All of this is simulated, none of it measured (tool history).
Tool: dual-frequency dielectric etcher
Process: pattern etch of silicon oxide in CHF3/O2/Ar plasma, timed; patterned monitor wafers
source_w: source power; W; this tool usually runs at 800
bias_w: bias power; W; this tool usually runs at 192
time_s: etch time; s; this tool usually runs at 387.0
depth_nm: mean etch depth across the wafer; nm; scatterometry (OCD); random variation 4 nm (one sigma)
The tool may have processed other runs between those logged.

| run | hour | source_w | bias_w | time_s | wafers since the last listed run | hours since the last wet clean | hours since the last source power generator calibration | hours since the last bias power generator calibration | hours since the last upper electrode change | hours since the gauge calibration | read-back reference wafer on the same gauge, depth_nm | depth_nm |
|---|---|---|---|---|---|---|---|---|---|---|---|---|
| 1 | 0.0 | 800 | 192 | 387.0 | 0 | 191.5 | 563.1 | 1198.6 | 3015.4 | 1642.5 | 765.2 | 925.7 |
| 2 | 71.0 | 800 | 192 | 387.0 | 394 | 262.5 | 634.1 | 1269.6 | 3086.4 | 1713.5 | 764.8 | 934.1 |
| 3 | 110.3 | 690 | 192 | 343.5 | 218 | 301.8 | 673.4 | 1308.9 | 3125.7 | 1752.8 | 764.7 | 776.6 |
| 4 | 148.8 | 740 | 192 | 387.0 | 213 | 340.3 | 711.9 | 1347.4 | 3164.2 | 1791.3 | 765.9 | 906.5 |
|  | 187.0 | wet clean of the chamber |
| 5 | 189.6 | 740 | 192 | 387.0 | 93 | 2.6 | 752.7 | 1388.2 | 3205.0 | 1832.1 | 764.4 | 902.3 |
| 6 | 235.1 | 740 | 192 | 387.0 | 252 | 48.1 | 798.2 | 1433.7 | 3250.5 | 1877.6 | 764.4 | 913.9 |
| 7 | 303.9 | 800 | 192 | 387.0 | 382 | 116.9 | 867.0 | 1502.5 | 3319.3 | 1946.4 | 765.3 | 937.7 |
| 8 | 351.0 | 800 | 209 | 387.0 | 261 | 164.0 | 914.1 | 1549.6 | 3366.4 | 1993.5 | 765.4 | 952.4 |
| 9 | 421.1 | 800 | 209 | 387.0 | 389 | 234.1 | 984.2 | 1619.7 | 3436.5 | 2063.6 | 765.9 | 957.2 |
| 10 | 466.8 | 800 | 209 | 387.0 | 253 | 279.8 | 1029.9 | 1665.4 | 3482.2 | 2109.3 | 765.3 | 960.5 |
| 11 | 516.5 | 800 | 192 | 387.0 | 275 | 329.5 | 1079.6 | 1715.1 | 3531.9 | 2159.0 | 765.1 | 939.1 |
|  | 577.8 | wet clean of the chamber |
| 12 | 587.7 | 800 | 192 | 387.0 | 262 | 9.9 | 1150.8 | 1786.3 | 3603.1 | 2230.2 | 764.7 | 936.5 |
| 13 | 612.1 | 800 | 192 | 330.0 | 135 | 34.3 | 1175.2 | 1810.7 | 3627.5 | 2254.6 | 765.1 | 792.1 |
|  | 688.4 | gauge calibrated |
| 14 | 798.4 | 800 | 192 | 330.0 | 1034 | 220.6 | 1361.5 | 1997.0 | 3813.8 | 110.0 | 764.5 | 790.9 |
| 15 | 862.1 | 800 | 192 | 387.0 | 353 | 284.3 | 1425.2 | 2060.7 | 3877.5 | 173.7 | 764.8 | 930.5 |
| 16 | 1033.0 | 800 | 192 | 387.0 | 949 | 455.2 | 1596.1 | 2231.6 | 4048.4 | 344.6 | 764.5 | 933.2 |
|  | 1057.2 | wet clean of the chamber |
| 17 | 1179.2 | 730 | 179 | 387.0 | 678 | 122.0 | 1742.3 | 2377.8 | 4194.6 | 490.8 | 766.0 | 874.3 |
| 18 | 1223.1 | 800 | 192 | 387.0 | 243 | 165.9 | 1786.2 | 2421.7 | 4238.5 | 534.7 | 763.9 | 938.0 |
| 19 | 1274.6 | 800 | 192 | 387.0 | 285 | 217.4 | 1837.7 | 2473.2 | 4290.0 | 586.2 | 765.4 | 933.2 |
| 20 | 1379.9 | 720 | 216 | 387.0 | 584 | 322.7 | 1943.0 | 2578.5 | 4395.3 | 691.5 | 765.1 | 928.4 |
|  | 1394.5 | bias power generator calibrated |
|  | 1406.6 | upper electrode replaced |
| 21 | 1413.6 | 800 | 192 | 387.0 | 97 | 356.4 | 1976.7 | 19.1 | 7.0 | 725.2 | 766.0 | 934.8 |
|  | 1433.2 | source power generator calibrated |
| 22 | 1458.8 | 610 | 192 | 301.0 | 228 | 401.6 | 25.6 | 64.3 | 52.2 | 770.4 | 765.0 | 647.8 |
|  | 1499.3 | wet clean of the chamber |
| 23 | 1519.1 | 750 | 192 | 387.0 | 201 | 19.8 | 85.9 | 124.6 | 112.5 | 830.7 | 764.8 | 918.8 |
| 24 | 1581.6 | 890 | 192 | 285.5 | 347 | 82.3 | 148.4 | 187.1 | 175.0 | 893.2 | 765.1 | 727.6 |
| 25 | 1648.3 | 800 | 192 | 387.0 | 370 | 149.0 | 215.1 | 253.8 | 241.7 | 959.9 | 765.6 | 940.3 |
| 26 | 1676.9 | 730 | 148 | 387.0 | 158 | 177.6 | 243.7 | 282.4 | 270.3 | 988.5 | 764.2 | 824.1 |
| 27 | 1729.1 | 800 | 217 | 387.0 | 289 | 229.8 | 295.9 | 334.6 | 322.5 | 1040.7 | 764.7 | 981.5 |
| 28 | 1787.9 | 740 | 168 | 279.0 | 326 | 288.6 | 354.7 | 393.4 | 381.3 | 1099.5 | 765.6 | 621.2 |

Run 29 is up next; what results do you expect?
| 29 | 1820.6 | 940 | 192 | 387.0 | 181 | 321.3 | 387.4 | 426.1 | 414.0 | 1132.2 | ? | ? |

Run 29 yielded read-back reference wafer on the same gauge, depth_nm 765.7, depth_nm 1000.8 nm.
If the tool had no hidden condition, the same run with the same run-to-run variation would have returned depth_nm 1000.8 nm.
